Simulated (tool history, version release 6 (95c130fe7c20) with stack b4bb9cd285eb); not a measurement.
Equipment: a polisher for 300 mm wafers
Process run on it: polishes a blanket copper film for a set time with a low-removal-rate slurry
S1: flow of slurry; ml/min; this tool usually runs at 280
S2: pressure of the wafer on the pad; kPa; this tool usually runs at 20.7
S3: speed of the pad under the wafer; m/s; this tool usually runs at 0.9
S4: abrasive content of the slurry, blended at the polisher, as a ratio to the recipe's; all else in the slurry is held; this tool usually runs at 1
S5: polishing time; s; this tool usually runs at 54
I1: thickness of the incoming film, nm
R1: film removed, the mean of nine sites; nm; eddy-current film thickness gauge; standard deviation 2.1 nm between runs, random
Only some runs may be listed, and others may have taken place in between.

| run | hour | S1 | S2 | S3 | S4 | S5 | I1 | R1 |
|---|---|---|---|---|---|---|---|---|
| 1 | 0 | 280 | 20.7 | 0.9 | 1 | 54 | 1476.1 | 154.6 |
| 2 | 63.8 | 280 | 20.7 | 0.9 | 1 | 54 | 1456.8 | 153.7 |
|  | 136 | head pressure recalibrated |
| 3 | 168.2 | 280 | 20.7 | 0.9 | 1 | 54 | 1449 | 150.5 |
| 4 | 245.9 | 280 | 20.7 | 0.9 | 1 | 54 | 1470 | 146.4 |
| 5 | 329.9 | 280 | 20.7 | 0.9 | 1 | 54 | 1470.9 | 146.4 |
| 6 | 390.9 | 280 | 20.7 | 1.08 | 1.3 | 54 | 1437.7 | 192.1 |
| 7 | 430.9 | 210 | 13.8 | 1.16 | 1 | 65 | 1453.9 | 153 |
| 8 | 506.1 | 340 | 20.7 | 0.9 | 0.9 | 54 | 1464.3 | 136.7 |
|  | 561.1 | worn pad replaced by a new one |
| 9 | 587.3 | 370 | 15.9 | 0.9 | 0.8 | 54 | 1455.4 | 107.6 |
|  | 597.3 | slurry nozzle cleaned |
| 10 | 631.3 | 355 | 20.7 | 0.9 | 1 | 49 | 1437.6 | 130.1 |
| 11 | 733.6 | 340 | 20.7 | 0.58 | 1.1 | 41 | 1467.3 | 70.4 |
|  | 782.6 | slurry blender recalibrated |
| 12 | 793.8 | 280 | 20.7 | 0.74 | 0.75 | 54 | 1461.8 | 112.8 |
| 13 | 870.5 | 215 | 15.2 | 1.04 | 1 | 44 | 1451.4 | 109.9 |
|  | 959.7 | head pressure recalibrated |
| 14 | 971.4 | 230 | 20.7 | 0.9 | 0.8 | 54 | 1472.6 | 134.7 |
| 15 | 1008.6 | 280 | 20.7 | 0.9 | 1 | 54 | 1458.8 | 147.9 |
| 16 | 1207.6 | 280 | 15.2 | 0.9 | 1.2 | 54 | 1455.2 | 113.2 |
|  | 1308 | worn pad replaced by a new one |
| 17 | 1334 | 280 | 24.1 | 0.9 | 1.2 | 54 | 1453.4 | 181 |
| 18 | 1390.3 | 280 | 20.7 | 0.9 | 1 | 54 | 1466.8 | 147.2 |
|  | 1421.5 | slurry nozzle cleaned |
| 19 | 1491 | 330 | 20.7 | 0.98 | 1 | 54 | 1452.7 | 153.6 |
| 20 | 1531.6 | 280 | 20.7 | 0.9 | 1 | 54 | 1442.4 | 141.5 |
| 21 | 1592.9 | 280 | 20.7 | 0.9 | 1 | 54 | 1447.7 | 131.8 |
| 22 | 1686 | 280 | 20.7 | 0.7 | 0.75 | 54 | 1437.7 | 90.8 |
|  | 1697.1 | slurry blender recalibrated |
| 23 | 1783.9 | 345 | 20.7 | 0.76 | 1.1 | 54 | 1472.8 | 132.1 |
| 24 | 1854.5 | 280 | 22.8 | 0.9 | 1 | 54 | 1427.7 | 161.4 |
|  | 1865.5 | head pressure recalibrated |
| 25 | 1923.3 | 205 | 20.7 | 0.78 | 1 | 40 | 1462.8 | 91.2 |
| 26 | 2082.5 | 280 | 20.7 | 0.9 | 0.8 | 48 | 1438.5 | 110.9 |
|  | 2147.6 | worn pad replaced by a new one |
|  | 2163.7 | slurry nozzle cleaned |
| 27 | 2164.2 | 335 | 20.7 | 0.9 | 1 | 54 | 1445 | 153 |
| 28 | 2206.6 | 280 | 20.7 | 0.9 | 1 | 54 | 1422.5 | 148.1 |
| 29 | 2277 | 355 | 20.7 | 0.9 | 1 | 49 | 1434 | 138.9 |
| 30 | 2321.5 | 280 | 20.7 | 0.74 | 1 | 67 | 1456.6 | 149.5 |

Hidden state, per run?
slurry flow missing at the pad, %: 0 across all the runs
deviation of the head's pressure from its setpoint, %: 0 across all the runs
H1: removal rate lost through wear of the pad, %
H2: abrasive missing from the slurry, %
| run | H1 | H2 |
|---|---|---|
| 1 | 0.818 | 1.59 |
| 2 | 1.15 | 1.82 |
| 3 | 1.96 | 2.95 |
| 4 | 2.77 | 4.42 |
| 5 | 3.85 | 6.59 |
| 6 | 4.76 | 8.55 |
| 7 | 5.42 | 10 |
| 8 | 6.8 | 13.1 |
| 9 | 0.487 | 17.1 |
| 10 | 0.55 | 19.4 |
| 11 | 0.921 | 25.6 |
| 12 | 1.29 | 0.845 |
| 13 | 1.91 | 1.18 |
| 14 | 2.99 | 2.39 |
| 15 | 3.47 | 3.06 |
| 16 | 6.72 | 8.71 |
| 17 | 0.206 | 14.1 |
| 18 | 0.297 | 16.9 |
| 19 | 0.696 | 22.7 |
| 20 | 0.943 | 25.3 |
| 21 | 1.41 | 29.4 |
| 22 | 2.33 | 36.4 |
| 23 | 3.58 | 0.602 |
| 24 | 4.66 | 1.35 |
| 25 | 5.85 | 2.5 |
| 26 | 9.15 | 6.74 |
| 27 | 0.0796 | 9.77 |
| 28 | 0.127 | 11.6 |
| 29 | 0.326 | 14.9 |
| 30 | 0.527 | 17.3 |
